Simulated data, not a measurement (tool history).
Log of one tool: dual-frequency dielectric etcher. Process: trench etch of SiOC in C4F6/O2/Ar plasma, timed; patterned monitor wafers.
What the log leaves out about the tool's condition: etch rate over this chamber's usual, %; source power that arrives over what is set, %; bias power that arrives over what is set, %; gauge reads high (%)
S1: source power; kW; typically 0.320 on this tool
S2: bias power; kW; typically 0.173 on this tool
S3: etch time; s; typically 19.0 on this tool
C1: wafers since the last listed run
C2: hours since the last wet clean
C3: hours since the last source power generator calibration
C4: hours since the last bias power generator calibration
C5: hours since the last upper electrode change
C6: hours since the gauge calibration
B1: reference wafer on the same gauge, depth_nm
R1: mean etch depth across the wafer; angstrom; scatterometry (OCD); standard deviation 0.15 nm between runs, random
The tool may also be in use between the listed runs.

Run 1, day 0.000: usual settings; C1 0; C2 123.9; C3 2159.0; C4 3414.9; C5 1774.5; C6 1708.5; B1 39.39. Result: R1 333.8 angstrom.
Run 2, day 1.479: usual settings; C1 685; C2 159.4; C3 2194.5; C4 3450.4; C5 1810.0; C6 1744.0; B1 39.40. Result: R1 334.4 angstrom.
Run 3, day 3.562: usual settings; C1 964; C2 209.4; C3 2244.5; C4 3500.4; C5 1860.0; C6 1794.0; B1 39.42. Result: R1 335.2 angstrom.
Run 4, day 6.200: usual settings; C1 1221; C2 272.7; C3 2307.8; C4 3563.7; C5 1923.3; C6 1857.3; B1 39.40. Result: R1 339.5 angstrom.
At day 6.600: gauge calibrated.
At day 8.717: bias power generator calibrated.
At day 9.704: wet clean of the chamber, repeated, since the last time left the tool worse.
Run 5, day 9.725: usual settings; C1 1097; C2 0.5; C3 2392.4; C4 24.2; C5 2007.9; C6 75.0; B1 39.38. Result: R1 353.6 angstrom.
Run 6, day 11.421: usual settings; C1 785; C2 41.2; C3 2433.1; C4 64.9; C5 2048.6; C6 115.7; B1 39.36. Result: R1 353.5 angstrom.
Run 7, day 14.158: usual settings; C1 1267; C2 106.9; C3 2498.8; C4 130.6; C5 2114.3; C6 181.4; B1 39.39. Result: R1 355.4 angstrom.
Run 8, day 16.896: usual settings but S1 0.280 kW, S2 0.207 kW; C1 1267; C2 172.6; C3 2564.5; C4 196.3; C5 2180.0; C6 247.1; B1 39.41. Result: R1 351.6 angstrom.
Run 9, day 18.962: usual settings; C1 957; C2 222.2; C3 2614.1; C4 245.9; C5 2229.6; C6 296.7; B1 39.39. Result: R1 355.6 angstrom.
At day 21.188: source power generator calibrated.
Run 10, day 21.367: usual settings but S1 0.370 kW, S2 0.152 kW, S3 16.5 s; C1 1036; C2 279.9; C3 4.3; C4 303.6; C5 2287.3; C6 354.4; B1 39.39. Result: R1 325.6 angstrom.
Run 11, day 23.233: usual settings but S2 0.197 kW; C1 864; C2 324.7; C3 49.1; C4 348.4; C5 2332.1; C6 399.2; B1 39.45. Result: R1 382.1 angstrom.
Run 12, day 25.612: usual settings; C1 1101; C2 381.8; C3 106.2; C4 405.5; C5 2389.2; C6 456.3; B1 39.46. Result: R1 361.8 angstrom.
Run 13, day 27.796: usual settings but S1 0.300 kW; C1 1011; C2 434.2; C3 158.6; C4 457.9; C5 2441.6; C6 508.7; B1 39.41. Result: R1 348.9 angstrom.
Run 14, day 28.888: usual settings but S1 0.280 kW, S2 0.207 kW; C1 505; C2 460.4; C3 184.8; C4 484.1; C5 2467.8; C6 534.9; B1 39.38. Result: R1 359.3 angstrom.
At day 30.300: wet clean of the chamber.
Run 15, day 30.812: usual settings but S1 0.390 kW, S2 0.198 kW, S3 24.0 s; C1 428; C2 12.3; C3 231.0; C4 530.3; C5 2514.0; C6 581.1; B1 39.36. Result: R1 525.1 angstrom.
Run 16, day 33.325: usual settings; C1 1163; C2 72.6; C3 291.3; C4 590.6; C5 2574.3; C6 641.4; B1 39.42. Result: R1 355.2 angstrom.
Run 17, day 36.175: usual settings but S1 0.360 kW, S2 0.212 kW; C1 1320; C2 141.0; C3 359.7; C4 659.0; C5 2642.7; C6 709.8; B1 39.40. Result: R1 411.9 angstrom.
At day 40.404: upper electrode replaced.
Run 18, day 40.971: usual settings; C1 1758; C2 256.1; C3 474.8; C4 774.1; C5 13.6; C6 824.9; B1 39.39. Result: R1 361.1 angstrom.
Run 19, day 43.375: usual settings but S2 0.163 kW, S3 16.0 s; C1 1113; C2 313.8; C3 532.5; C4 831.8; C5 71.3; C6 882.6; B1 39.37. Result: R1 301.3 angstrom.
Run 20, day 44.521: usual settings but S3 15.5 s; C1 530; C2 341.3; C3 560.0; C4 859.3; C5 98.8; C6 910.1; B1 39.46. Result: R1 298.6 angstrom.
Run 21, day 46.283: usual settings but S1 0.280 kW, S2 0.207 kW; C1 816; C2 383.6; C3 602.3; C4 901.6; C5 141.1; C6 952.4; B1 39.35. Result: R1 359.8 angstrom.
At day 47.425: wet clean of the chamber.
Run 22, day 47.888: usual settings but S2 0.155 kW; C1 279; C2 11.1; C3 640.8; C4 940.1; C5 179.6; C6 990.9; B1 39.39. Result: R1 338.9 angstrom.
Run 23, day 50.612: usual settings but S1 0.270 kW, S3 17.0 s; C1 1262; C2 76.5; C3 706.2; C4 1005.5; C5 245.0; C6 1056.3; B1 39.40. Result: R1 286.9 angstrom.
Run 24, day 52.571: usual settings; C1 907; C2 123.5; C3 753.2; C4 1052.5; C5 292.0; C6 1103.3; B1 39.40. Result: R1 357.0 angstrom.
Run 25, day 55.096: usual settings but S1 0.390 kW, S2 0.185 kW; C1 1169; C2 184.1; C3 813.8; C4 1113.1; C5 352.6; C6 1163.9; B1 39.41. Result: R1 409.3 angstrom.
Run 26, day 57.367: usual settings but S1 0.290 kW, S2 0.141 kW, S3 16.5 s; C1 1051; C2 238.6; C3 868.3; C4 1167.6; C5 407.1; C6 1218.4; B1 39.33. Result: R1 278.0 angstrom.
Run 27, day 59.712: usual settings but S3 20.5 s; C1 1086; C2 294.9; C3 924.6; C4 1223.9; C5 463.4; C6 1274.7; B1 39.37. Result: R1 392.5 angstrom.
Run 28, day 61.850: usual settings but S2 0.140 kW, S3 15.5 s; C1 990; C2 346.2; C3 975.9; C4 1275.2; C5 514.7; C6 1326.0; B1 39.36. Result: R1 278.6 angstrom.
Run 29, day 63.958: usual settings but S1 0.390 kW, S2 0.210 kW, S3 22.5 s; C1 976; C2 396.8; C3 1026.5; C4 1325.8; C5 565.3; C6 1376.6; B1 39.34. Result: R1 515.8 angstrom.

Alternative continuations, all from the tool just after run 29; predict every row:
Run A, day 63.975: usual settings; C1 7; C2 397.2; C3 1026.9; C4 1326.2; C5 565.7; C6 1377.0; B1 ?. Result: R1 ?.
Run B, day 63.975: usual settings but S1 0.240 kW; C1 7; C2 397.2; C3 1026.9; C4 1326.2; C5 565.7; C6 1377.0; B1 ?. Result: R1 ?.
Run C, day 63.975: usual settings but S1 0.360 kW; C1 7; C2 397.2; C3 1026.9; C4 1326.2; C5 565.7; C6 1377.0; B1 ?. Result: R1 ?.
Run D, day 63.975: usual settings but S2 0.150 kW; C1 7; C2 397.2; C3 1026.9; C4 1326.2; C5 565.7; C6 1377.0; B1 ?. Result: R1 ?.
Run E, day 63.975: usual settings but S2 0.151 kW, S3 14.0 s; C1 7; C2 397.2; C3 1026.9; C4 1326.2; C5 565.7; C6 1377.0; B1 ?. Result: R1 ?.

run     B1     R1
  A  39.37  368.3
  B  39.37  308.2
  C  39.37  393.4
  D  39.37  351.2
  E  39.37  259.3
What these runs would have given with no unlogged condition in the tool:
run     R1
  A  357.7
  B  299.3
  C  382.1
  D  341.1
  E  251.9

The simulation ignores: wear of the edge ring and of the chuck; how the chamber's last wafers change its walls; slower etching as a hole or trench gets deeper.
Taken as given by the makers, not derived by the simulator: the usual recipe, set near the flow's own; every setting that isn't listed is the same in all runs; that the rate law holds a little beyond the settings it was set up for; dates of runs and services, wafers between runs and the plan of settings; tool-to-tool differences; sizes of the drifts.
